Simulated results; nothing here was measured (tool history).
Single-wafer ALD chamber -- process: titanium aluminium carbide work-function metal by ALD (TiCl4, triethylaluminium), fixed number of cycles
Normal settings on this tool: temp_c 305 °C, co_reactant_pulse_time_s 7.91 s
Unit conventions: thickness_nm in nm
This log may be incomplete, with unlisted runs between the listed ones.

run	hour	temp_c	co_reactant_pulse_time_s	read-back reference wafer on the same gauge, thickness_nm	thickness_nm
1	0	305	7.91	1.749	1.885
2	6.5	305	7.91	1.747	1.871
3	22	305	7.91	1.748	1.884
4	37.3	305	7.91	1.751	1.878
5	51.6	305	7.91	1.748	1.884
# hour 55.1: gauge calibrated
6	61.8	305	7.91	1.753	1.866
7	69.3	305	7.91	1.75	1.889
8	80.5	305	7.91	1.755	1.886
# hour 95.1: triethylaluminium bottle replaced
9	95.6	305	7.91	1.748	2.023
10	109.3	305	7.91	1.753	2.02
11	115.9	305	7.91	1.745	2.004
12	125.6	295	6.24	1.751	1.851
# hour 141.1: showerhead replaced
13	142.3	295	6.24	1.745	1.827
14	150.9	293	6.59	1.751	1.826
# hour 175.9: thermocouple changed; heater temperature recalibrated
15	176.4	305	7.91	1.752	1.98
16	177.5	300	10.62	1.747	1.984
17	188.1	314	4.79	1.747	1.898
18	204.2	292	6.55	1.749	1.798
19	215.6	305	7.91	1.75	1.973
# hour 218: gauge calibrated
20	223.1	317	5.15	1.754	1.926
21	239	310	5.9	1.749	1.888
22	248.5	310	5.69	1.751	1.901
23	256.7	301	10.58	1.752	2.007
24	270.7	301	4.82	1.75	1.748
25	278.1	305	7.91	1.75	1.935

The next listed run, before its measurement:
26	287.5	294	10.52	?	?

{"run 26": {"read-back reference wafer on the same gauge, thickness_nm": 1.752, "thickness_nm": 1.931}}
If the tool had no hidden condition, the same run with the same run-to-run variation would have returned thickness_nm 1.983 nm.

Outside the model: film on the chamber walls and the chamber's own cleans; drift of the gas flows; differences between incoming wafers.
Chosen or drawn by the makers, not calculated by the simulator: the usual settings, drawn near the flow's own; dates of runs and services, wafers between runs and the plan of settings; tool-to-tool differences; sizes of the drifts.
